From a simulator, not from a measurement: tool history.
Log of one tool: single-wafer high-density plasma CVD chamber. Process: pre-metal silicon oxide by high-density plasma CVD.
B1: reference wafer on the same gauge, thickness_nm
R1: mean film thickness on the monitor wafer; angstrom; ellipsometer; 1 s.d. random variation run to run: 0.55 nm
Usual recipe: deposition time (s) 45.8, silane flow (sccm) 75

{"run": 1, "day": 0.0, "deposition time (s)": 45.8, "silane flow (sccm)": 75, "B1": 364.004, "R1": 3533.93}
{"run": 2, "day": 0.529, "deposition time (s)": 45.8, "silane flow (sccm)": 75, "B1": 363.851, "R1": 3536.01}
{"run": 3, "day": 0.9, "deposition time (s)": 52.7, "silane flow (sccm)": 63, "B1": 363.987, "R1": 3465.7}
{"run": 4, "day": 1.279, "deposition time (s)": 52.7, "silane flow (sccm)": 63, "B1": 364.032, "R1": 3479.37}
{"run": 5, "day": 1.596, "deposition time (s)": 52.7, "silane flow (sccm)": 63, "B1": 363.983, "R1": 3477.48}
{"day": 1.962, "done": "gauge calibrated"}
{"run": 6, "day": 3.783, "deposition time (s)": 45.8, "silane flow (sccm)": 75, "B1": 363.912, "R1": 3523.95}
{"run": 7, "day": 4.179, "deposition time (s)": 45.8, "silane flow (sccm)": 75, "B1": 364.173, "R1": 3521.03}
{"run": 8, "day": 4.925, "deposition time (s)": 45.8, "silane flow (sccm)": 65, "B1": 364.013, "R1": 3097.6}
{"run": 9, "day": 5.358, "deposition time (s)": 45.8, "silane flow (sccm)": 75, "B1": 364.121, "R1": 3526.85}
{"day": 5.908, "done": "gauge calibrated"}
{"day": 5.996, "done": "silane flow controller replaced"}
{"run": 10, "day": 6.017, "deposition time (s)": 45.8, "silane flow (sccm)": 75, "B1": 363.867, "R1": 3677.03}
{"run": 11, "day": 6.55, "deposition time (s)": 45.8, "silane flow (sccm)": 63, "B1": 364.056, "R1": 3141.63}
{"run": 12, "day": 6.933, "deposition time (s)": 45.8, "silane flow (sccm)": 81, "B1": 363.851, "R1": 3944.35}
{"run": 13, "day": 7.275, "deposition time (s)": 54.5, "silane flow (sccm)": 75, "B1": 363.962, "R1": 4359.33}
{"run": 14, "day": 7.646, "deposition time (s)": 45.8, "silane flow (sccm)": 75, "B1": 363.932, "R1": 3660.6}
{"run": 15, "day": 8.117, "deposition time (s)": 52.8, "silane flow (sccm)": 87, "B1": 363.947, "R1": 4835.57}
{"run": 16, "day": 8.479, "deposition time (s)": 41.5, "silane flow (sccm)": 90, "B1": 363.941, "R1": 3917.69}

Subtracting, for every run, the result it would have given without the tool's unlogged condition from the measured result gives the following. The same run-to-run variation enters both numbers; the gauge's scatter may not:
The hidden state here: delivered silane flow above the setpoint (%); gauge reads high (%).
run=1 R1=-160.13
run=2 R1=-161.65
run=3 R1=-159.43
run=4 R1=-161.06
run=5 R1=-161.82
run=6 R1=-169.91
run=7 R1=-170.85
run=8 R1=-152.08
run=9 R1=-174.33
run=10 R1=-24.38
run=11 R1=-22.02
run=12 R1=-28.71
run=13 R1=-32.8
run=14 R1=-28.51
run=15 R1=-39.28
run=16 R1=-32.83

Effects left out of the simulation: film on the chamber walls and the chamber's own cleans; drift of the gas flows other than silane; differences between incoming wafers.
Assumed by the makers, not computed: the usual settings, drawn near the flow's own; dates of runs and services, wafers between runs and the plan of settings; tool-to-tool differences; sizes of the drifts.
